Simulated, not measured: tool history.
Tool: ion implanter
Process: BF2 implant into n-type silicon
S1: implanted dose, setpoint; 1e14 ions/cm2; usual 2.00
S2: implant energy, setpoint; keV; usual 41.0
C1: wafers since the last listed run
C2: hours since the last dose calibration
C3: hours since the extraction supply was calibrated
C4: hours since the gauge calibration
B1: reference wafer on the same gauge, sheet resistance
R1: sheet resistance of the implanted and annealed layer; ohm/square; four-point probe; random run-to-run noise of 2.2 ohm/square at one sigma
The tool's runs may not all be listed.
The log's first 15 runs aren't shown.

Run 16, day 16.625: usual settings but S2 36.0 keV; C1 465; C2 1539.4; C3 126.9; C4 405.5; B1 576.23. Result: R1 487.19 ohm/square.
Run 17, day 17.479: usual settings but S1 2.17 1e14 ions/cm2; C1 499; C2 1559.9; C3 147.4; C4 426.0; B1 576.70. Result: R1 453.39 ohm/square.
Run 18, day 18.233: usual settings but S1 2.47 1e14 ions/cm2; C1 440; C2 1578.0; C3 165.5; C4 444.1; B1 577.33. Result: R1 408.53 ohm/square.
Run 19, day 19.729: usual settings; C1 874; C2 1613.9; C3 201.4; C4 480.0; B1 577.41. Result: R1 481.24 ohm/square.
Run 20, day 20.746: usual settings but S1 2.56 1e14 ions/cm2, S2 30.5 keV; C1 594; C2 1638.3; C3 225.8; C4 504.4; B1 576.93. Result: R1 402.26 ohm/square.
At day 21.725: Faraday cup replaced and dose calibrated.
Run 21, day 21.746: usual settings but S1 1.46 1e14 ions/cm2, S2 36.0 keV; C1 389; C2 0.5; C3 249.8; C4 528.4; B1 576.98. Result: R1 611.83 ohm/square.
Run 22, day 22.183: usual settings but S1 1.83 1e14 ions/cm2, S2 30.0 keV; C1 255; C2 11.0; C3 260.3; C4 538.9; B1 576.30. Result: R1 518.75 ohm/square.
Run 23, day 23.608: usual settings but S2 49.5 keV; C1 833; C2 45.2; C3 294.5; C4 573.1; B1 576.92. Result: R1 463.77 ohm/square.
Run 24, day 24.150: usual settings but S2 44.5 keV; C1 316; C2 58.2; C3 307.5; C4 586.1; B1 577.19. Result: R1 470.78 ohm/square.
Run 25, day 24.683: usual settings but S2 30.5 keV; C1 311; C2 71.0; C3 320.3; C4 598.9; B1 577.56. Result: R1 477.61 ohm/square.
Run 26, day 26.083: usual settings; C1 818; C2 104.6; C3 353.9; C4 632.5; B1 576.98. Result: R1 470.20 ohm/square.
Run 27, day 27.433: usual settings but S1 1.51 1e14 ions/cm2, S2 35.0 keV; C1 789; C2 137.0; C3 386.3; C4 664.9; B1 577.60. Result: R1 595.79 ohm/square.
Run 28, day 28.517: usual settings but S1 1.83 1e14 ions/cm2, S2 37.0 keV; C1 633; C2 163.0; C3 412.3; C4 690.9; B1 576.58. Result: R1 509.40 ohm/square.
Run 29, day 29.308: usual settings but S1 1.63 1e14 ions/cm2, S2 34.0 keV; C1 462; C2 182.0; C3 431.3; C4 709.9; B1 576.94. Result: R1 561.66 ohm/square.
At day 29.346: gauge calibrated.
Run 30, day 30.238: usual settings; C1 543; C2 204.3; C3 453.6; C4 21.4; B1 576.49. Result: R1 464.86 ohm/square.
At day 31.333: Faraday cup replaced and dose calibrated, repeated, since the last time left the tool worse.
Run 31, day 31.558: usual settings but S1 1.58 1e14 ions/cm2, S2 32.0 keV; C1 577; C2 5.4; C3 485.3; C4 53.1; B1 577.86. Result: R1 604.01 ohm/square.
Run 32, day 32.579: usual settings but S1 1.61 1e14 ions/cm2, S2 27.0 keV; C1 596; C2 29.9; C3 509.8; C4 77.6; B1 577.38. Result: R1 607.04 ohm/square.
Run 33, day 33.817: usual settings; C1 723; C2 59.6; C3 539.5; C4 107.3; B1 577.77. Result: R1 496.03 ohm/square.
Run 34, day 34.933: usual settings but S1 1.60 1e14 ions/cm2, S2 33.5 keV; C1 652; C2 86.4; C3 566.3; C4 134.1; B1 577.03. Result: R1 592.50 ohm/square.
Run 35, day 36.179: usual settings but S1 1.77 1e14 ions/cm2, S2 30.5 keV; C1 728; C2 116.3; C3 596.2; C4 164.0; B1 576.60. Result: R1 551.57 ohm/square.
Run 36, day 36.804: usual settings but S1 1.64 1e14 ions/cm2, S2 54.0 keV; C1 365; C2 131.3; C3 611.2; C4 179.0; B1 577.00. Result: R1 553.93 ohm/square.
Run 37, day 37.504: usual settings but S1 2.41 1e14 ions/cm2, S2 45.5 keV; C1 409; C2 148.1; C3 628.0; C4 195.8; B1 577.18. Result: R1 419.87 ohm/square.
Run 38, day 38.525: usual settings but S1 2.39 1e14 ions/cm2, S2 55.0 keV; C1 596; C2 172.6; C3 652.5; C4 220.3; B1 576.66. Result: R1 415.32 ohm/square.

Consider 3 possible next runs. They are alternatives, not a sequence: every one starts from the tool as it was left by run 38. What does each give?
Run A, day 38.542: usual settings; C1 9; C2 173.0; C3 652.9; C4 220.7; B1 ?. Result: R1 ?.
Run B, day 38.542: usual settings but S1 2.33 1e14 ions/cm2, S2 36.5 keV; C1 9; C2 173.0; C3 652.9; C4 220.7; B1 ?. Result: R1 ?.
Run C, day 38.542: usual settings but S1 2.33 1e14 ions/cm2, S2 36.0 keV; C1 9; C2 173.0; C3 652.9; C4 220.7; B1 ?. Result: R1 ?.

run      B1      R1
  A  577.24  488.97
  B  577.24  437.26
  C  577.24  437.63
With the hidden condition removed and each run's random variation left untouched, the same runs would have given:
run      R1
  A  490.75
  B  438.93
  C  439.30

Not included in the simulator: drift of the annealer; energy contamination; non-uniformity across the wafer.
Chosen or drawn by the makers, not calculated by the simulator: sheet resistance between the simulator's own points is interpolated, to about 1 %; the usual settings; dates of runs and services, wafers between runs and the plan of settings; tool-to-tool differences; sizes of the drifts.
